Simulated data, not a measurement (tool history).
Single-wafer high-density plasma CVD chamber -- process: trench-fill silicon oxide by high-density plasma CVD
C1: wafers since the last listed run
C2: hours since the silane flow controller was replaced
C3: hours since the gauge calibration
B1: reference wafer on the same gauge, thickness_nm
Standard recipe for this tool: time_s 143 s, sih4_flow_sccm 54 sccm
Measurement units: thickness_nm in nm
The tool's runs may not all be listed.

{"run": 1, "hour": 0.0, "time_s": 143, "sih4_flow_sccm": 54, "C1": 0, "C2": 2868.6, "C3": 1072.2, "B1": 783.677, "thickness_nm": 770.049}
{"run": 2, "hour": 45.2, "time_s": 143, "sih4_flow_sccm": 54, "C1": 369, "C2": 2913.8, "C3": 1117.4, "B1": 783.836, "thickness_nm": 760.719}
{"run": 3, "hour": 105.0, "time_s": 143, "sih4_flow_sccm": 54, "C1": 489, "C2": 2973.6, "C3": 1177.2, "B1": 783.572, "thickness_nm": 762.141}
{"run": 4, "hour": 141.5, "time_s": 143, "sih4_flow_sccm": 54, "C1": 298, "C2": 3010.1, "C3": 1213.7, "B1": 784.048, "thickness_nm": 761.006}
{"run": 5, "hour": 206.8, "time_s": 143, "sih4_flow_sccm": 54, "C1": 534, "C2": 3075.4, "C3": 1279, "B1": 784.176, "thickness_nm": 762.014}
{"run": 6, "hour": 252.7, "time_s": 143, "sih4_flow_sccm": 54, "C1": 375, "C2": 3121.3, "C3": 1324.9, "B1": 783.897, "thickness_nm": 763.724}
{"run": 7, "hour": 309.6, "time_s": 143, "sih4_flow_sccm": 54, "C1": 465, "C2": 3178.2, "C3": 1381.8, "B1": 784.217, "thickness_nm": 764.361}
{"run": 8, "hour": 370.2, "time_s": 143, "sih4_flow_sccm": 54, "C1": 495, "C2": 3238.8, "C3": 1442.4, "B1": 784.479, "thickness_nm": 761.683}
{"run": 9, "hour": 408.8, "time_s": 155, "sih4_flow_sccm": 57, "C1": 315, "C2": 3277.4, "C3": 1481, "B1": 784.274, "thickness_nm": 859.089}
{"run": 10, "hour": 436.8, "time_s": 136, "sih4_flow_sccm": 54, "C1": 229, "C2": 3305.4, "C3": 1509, "B1": 783.846, "thickness_nm": 732.578}
{"run": 11, "hour": 486.0, "time_s": 143, "sih4_flow_sccm": 54, "C1": 402, "C2": 3354.6, "C3": 1558.2, "B1": 783.673, "thickness_nm": 757.149}
{"hour": 622.3, "done": "gauge calibrated"}
{"run": 12, "hour": 672.6, "time_s": 143, "sih4_flow_sccm": 54, "C1": 1526, "C2": 3541.2, "C3": 50.3, "B1": 783.814, "thickness_nm": 765.663}
{"run": 13, "hour": 733.7, "time_s": 143, "sih4_flow_sccm": 54, "C1": 499, "C2": 3602.3, "C3": 111.4, "B1": 784.398, "thickness_nm": 762.101}
{"run": 14, "hour": 772.6, "time_s": 143, "sih4_flow_sccm": 54, "C1": 318, "C2": 3641.2, "C3": 150.3, "B1": 784.233, "thickness_nm": 766.851}
{"run": 15, "hour": 817.2, "time_s": 154, "sih4_flow_sccm": 48, "C1": 364, "C2": 3685.8, "C3": 194.9, "B1": 784.346, "thickness_nm": 754.071}
{"run": 16, "hour": 869.7, "time_s": 170, "sih4_flow_sccm": 54, "C1": 429, "C2": 3738.3, "C3": 247.4, "B1": 783.816, "thickness_nm": 905.554}
{"run": 17, "hour": 921.5, "time_s": 143, "sih4_flow_sccm": 54, "C1": 423, "C2": 3790.1, "C3": 299.2, "B1": 784.031, "thickness_nm": 765.905}
{"run": 18, "hour": 986.0, "time_s": 165, "sih4_flow_sccm": 54, "C1": 527, "C2": 3854.6, "C3": 363.7, "B1": 783.824, "thickness_nm": 879.921}
{"run": 19, "hour": 1054.1, "time_s": 163, "sih4_flow_sccm": 51, "C1": 557, "C2": 3922.7, "C3": 431.8, "B1": 784.695, "thickness_nm": 839.043}
{"hour": 1083.4, "done": "silane flow controller replaced"}
{"run": 20, "hour": 1106.9, "time_s": 143, "sih4_flow_sccm": 54, "C1": 366, "C2": 23.5, "C3": 484.6, "B1": 784.19, "thickness_nm": 737.9}
{"run": 21, "hour": 1173.3, "time_s": 123, "sih4_flow_sccm": 44, "C1": 543, "C2": 89.9, "C3": 551, "B1": 784.051, "thickness_nm": 549.459}
{"run": 22, "hour": 1233.5, "time_s": 121, "sih4_flow_sccm": 65, "C1": 492, "C2": 150.1, "C3": 611.2, "B1": 783.881, "thickness_nm": 716.257}
{"run": 23, "hour": 1258.6, "time_s": 143, "sih4_flow_sccm": 61, "C1": 205, "C2": 175.2, "C3": 636.3, "B1": 784.104, "thickness_nm": 808.657}
{"run": 24, "hour": 1308.7, "time_s": 136, "sih4_flow_sccm": 63, "C1": 409, "C2": 225.3, "C3": 686.4, "B1": 783.901, "thickness_nm": 789.295}
{"run": 25, "hour": 1351.2, "time_s": 130, "sih4_flow_sccm": 59, "C1": 347, "C2": 267.8, "C3": 728.9, "B1": 783.664, "thickness_nm": 720.128}
{"run": 26, "hour": 1395.5, "time_s": 155, "sih4_flow_sccm": 57, "C1": 362, "C2": 312.1, "C3": 773.2, "B1": 783.547, "thickness_nm": 837.137}
{"run": 27, "hour": 1465.5, "time_s": 136, "sih4_flow_sccm": 62, "C1": 572, "C2": 382.1, "C3": 843.2, "B1": 783.849, "thickness_nm": 781.845}
{"run": 28, "hour": 1519.2, "time_s": 162, "sih4_flow_sccm": 49, "C1": 439, "C2": 435.8, "C3": 896.9, "B1": 784.166, "thickness_nm": 790.08}
{"run": 29, "hour": 1590.0, "time_s": 160, "sih4_flow_sccm": 54, "C1": 579, "C2": 506.6, "C3": 967.7, "B1": 784.003, "thickness_nm": 835.576}

Forecast each of these 3 alternatives for the next run:
{"run": "A", "hour": 1590.4, "time_s": 143, "sih4_flow_sccm": 54, "C1": 3, "C2": 507, "C3": 968.1, "B1": "?", "thickness_nm": "?"}
{"run": "B", "hour": 1590.4, "time_s": 143, "sih4_flow_sccm": 51, "C1": 3, "C2": 507, "C3": 968.1, "B1": "?", "thickness_nm": "?"}
{"run": "C", "hour": 1590.4, "time_s": 160, "sih4_flow_sccm": 43, "C1": 3, "C2": 507, "C3": 968.1, "B1": "?", "thickness_nm": "?"}

run=A B1=783.978 thickness_nm=743.455
run=B B1=783.978 thickness_nm=713.953
run=C B1=783.978 thickness_nm=710.806
With no hidden state in the tool, these same runs would have given:
run=A thickness_nm=732.318
run=B thickness_nm=703.258
run=C thickness_nm=700.158
